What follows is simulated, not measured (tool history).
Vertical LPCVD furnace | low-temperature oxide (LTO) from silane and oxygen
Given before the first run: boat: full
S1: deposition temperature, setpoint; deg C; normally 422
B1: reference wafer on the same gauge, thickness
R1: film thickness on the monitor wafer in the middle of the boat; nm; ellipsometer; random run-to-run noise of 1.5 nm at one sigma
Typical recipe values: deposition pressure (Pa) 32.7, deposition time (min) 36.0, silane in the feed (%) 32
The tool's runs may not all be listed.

{"run": 1, "day": 0.0, "S1": 422, "deposition pressure (Pa)": 32.7, "deposition time (min)": 36.0, "silane in the feed (%)": 32, "B1": 377.97, "R1": 358.05}
{"run": 2, "day": 3.538, "S1": 422, "deposition pressure (Pa)": 32.7, "deposition time (min)": 36.0, "silane in the feed (%)": 32, "B1": 378.1, "R1": 357.71}
{"run": 3, "day": 6.096, "S1": 422, "deposition pressure (Pa)": 27.3, "deposition time (min)": 36.0, "silane in the feed (%)": 32, "B1": 377.93, "R1": 300.2}
{"run": 4, "day": 8.058, "S1": 422, "deposition pressure (Pa)": 27.3, "deposition time (min)": 36.0, "silane in the feed (%)": 32, "B1": 378.02, "R1": 304.49}
{"run": 5, "day": 12.554, "S1": 418, "deposition pressure (Pa)": 32.7, "deposition time (min)": 36.0, "silane in the feed (%)": 32, "B1": 377.77, "R1": 343.71}
{"run": 6, "day": 15.392, "S1": 422, "deposition pressure (Pa)": 30.0, "deposition time (min)": 36.0, "silane in the feed (%)": 32, "B1": 377.75, "R1": 331.02}
{"run": 7, "day": 19.404, "S1": 422, "deposition pressure (Pa)": 30.0, "deposition time (min)": 36.0, "silane in the feed (%)": 32, "B1": 377.92, "R1": 332.27}
{"run": 8, "day": 22.729, "S1": 422, "deposition pressure (Pa)": 30.0, "deposition time (min)": 36.0, "silane in the feed (%)": 32, "B1": 377.94, "R1": 328.97}
{"run": 9, "day": 26.338, "S1": 422, "deposition pressure (Pa)": 32.7, "deposition time (min)": 36.0, "silane in the feed (%)": 32, "B1": 377.99, "R1": 353.89}
{"run": 10, "day": 28.983, "S1": 422, "deposition pressure (Pa)": 32.7, "deposition time (min)": 36.0, "silane in the feed (%)": 32, "B1": 377.54, "R1": 356.0}
{"run": 11, "day": 30.488, "S1": 422, "deposition pressure (Pa)": 32.7, "deposition time (min)": 36.0, "silane in the feed (%)": 32, "B1": 378.26, "R1": 357.19}
{"run": 12, "day": 33.708, "S1": 422, "deposition pressure (Pa)": 32.7, "deposition time (min)": 36.0, "silane in the feed (%)": 32, "B1": 378.18, "R1": 355.73}
{"day": 35.292, "done": "gauge calibrated"}
{"run": 13, "day": 37.325, "S1": 422, "deposition pressure (Pa)": 32.7, "deposition time (min)": 36.0, "silane in the feed (%)": 32, "B1": 377.95, "R1": 357.12}
{"day": 38.988, "done": "thermocouples replaced and temperature profile calibrated"}
{"run": 14, "day": 39.579, "S1": 422, "deposition pressure (Pa)": 32.7, "deposition time (min)": 36.0, "silane in the feed (%)": 32, "B1": 378.17, "R1": 355.69}
{"run": 15, "day": 42.783, "S1": 422, "deposition pressure (Pa)": 32.7, "deposition time (min)": 36.0, "silane in the feed (%)": 32, "B1": 378.48, "R1": 359.42}
{"day": 44.4, "done": "pressure gauge zeroed"}
{"run": 16, "day": 49.838, "S1": 429, "deposition pressure (Pa)": 26.7, "deposition time (min)": 24.5, "silane in the feed (%)": 26, "B1": 377.95, "R1": 150.88}
{"run": 17, "day": 53.596, "S1": 422, "deposition pressure (Pa)": 27.3, "deposition time (min)": 47.5, "silane in the feed (%)": 34, "B1": 378.16, "R1": 407.34}
{"run": 18, "day": 57.638, "S1": 433, "deposition pressure (Pa)": 37.3, "deposition time (min)": 43.5, "silane in the feed (%)": 32, "B1": 378.03, "R1": 531.14}
{"run": 19, "day": 59.367, "S1": 422, "deposition pressure (Pa)": 32.7, "deposition time (min)": 36.0, "silane in the feed (%)": 32, "B1": 378.15, "R1": 342.37}
{"run": 20, "day": 63.254, "S1": 422, "deposition pressure (Pa)": 32.7, "deposition time (min)": 30.0, "silane in the feed (%)": 36, "B1": 377.55, "R1": 336.64}
{"run": 21, "day": 66.367, "S1": 422, "deposition pressure (Pa)": 32.7, "deposition time (min)": 36.0, "silane in the feed (%)": 32, "B1": 378.02, "R1": 343.96}
{"run": 22, "day": 69.2, "S1": 422, "deposition pressure (Pa)": 28.0, "deposition time (min)": 36.0, "silane in the feed (%)": 34, "B1": 377.76, "R1": 320.48}
{"run": 23, "day": 72.208, "S1": 416, "deposition pressure (Pa)": 27.3, "deposition time (min)": 36.0, "silane in the feed (%)": 30, "B1": 378.48, "R1": 246.49}
{"run": 24, "day": 74.6, "S1": 422, "deposition pressure (Pa)": 32.7, "deposition time (min)": 48.0, "silane in the feed (%)": 36, "B1": 377.91, "R1": 539.12}
{"day": 77.433, "done": "silane flow controller replaced"}
{"run": 25, "day": 77.454, "S1": 431, "deposition pressure (Pa)": 29.3, "deposition time (min)": 36.0, "silane in the feed (%)": 35, "B1": 378.36, "R1": 406.56}
{"run": 26, "day": 85.158, "S1": 422, "deposition pressure (Pa)": 32.7, "deposition time (min)": 36.0, "silane in the feed (%)": 27, "B1": 377.74, "R1": 288.3}
{"run": 27, "day": 88.642, "S1": 422, "deposition pressure (Pa)": 26.7, "deposition time (min)": 36.0, "silane in the feed (%)": 32, "B1": 377.72, "R1": 302.08}
{"run": 28, "day": 94.462, "S1": 422, "deposition pressure (Pa)": 32.7, "deposition time (min)": 43.0, "silane in the feed (%)": 32, "B1": 378.07, "R1": 442.21}
{"run": 29, "day": 96.908, "S1": 422, "deposition pressure (Pa)": 32.7, "deposition time (min)": 36.0, "silane in the feed (%)": 32, "B1": 378.48, "R1": 369.21}

What if the next run were any one of these 5? Each begins from the tool's condition after run 29:
{"run": "A", "day": 97.075, "S1": 422, "deposition pressure (Pa)": 32.7, "deposition time (min)": 36.0, "silane in the feed (%)": 32, "B1": "?", "R1": "?"}
{"run": "B", "day": 97.075, "S1": 426, "deposition pressure (Pa)": 36.0, "deposition time (min)": 40.5, "silane in the feed (%)": 37, "B1": "?", "R1": "?"}
{"run": "C", "day": 97.075, "S1": 431, "deposition pressure (Pa)": 26.0, "deposition time (min)": 30.5, "silane in the feed (%)": 34, "B1": "?", "R1": "?"}
{"run": "D", "day": 97.075, "S1": 422, "deposition pressure (Pa)": 32.7, "deposition time (min)": 46.5, "silane in the feed (%)": 32, "B1": "?", "R1": "?"}
{"run": "E", "day": 97.075, "S1": 417, "deposition pressure (Pa)": 32.7, "deposition time (min)": 36.0, "silane in the feed (%)": 34, "B1": "?", "R1": "?"}

run=A B1=377.79 R1=368.54
run=B B1=377.79 R1=572.46
run=C B1=377.79 R1=297.78
run=D B1=377.79 R1=476.03
run=E B1=377.79 R1=378.55
What these runs would have given with no unlogged condition in the tool:
run=A R1=359.38
run=B R1=559.50
run=C R1=288.49
run=D R1=464.20
run=E R1=369.14

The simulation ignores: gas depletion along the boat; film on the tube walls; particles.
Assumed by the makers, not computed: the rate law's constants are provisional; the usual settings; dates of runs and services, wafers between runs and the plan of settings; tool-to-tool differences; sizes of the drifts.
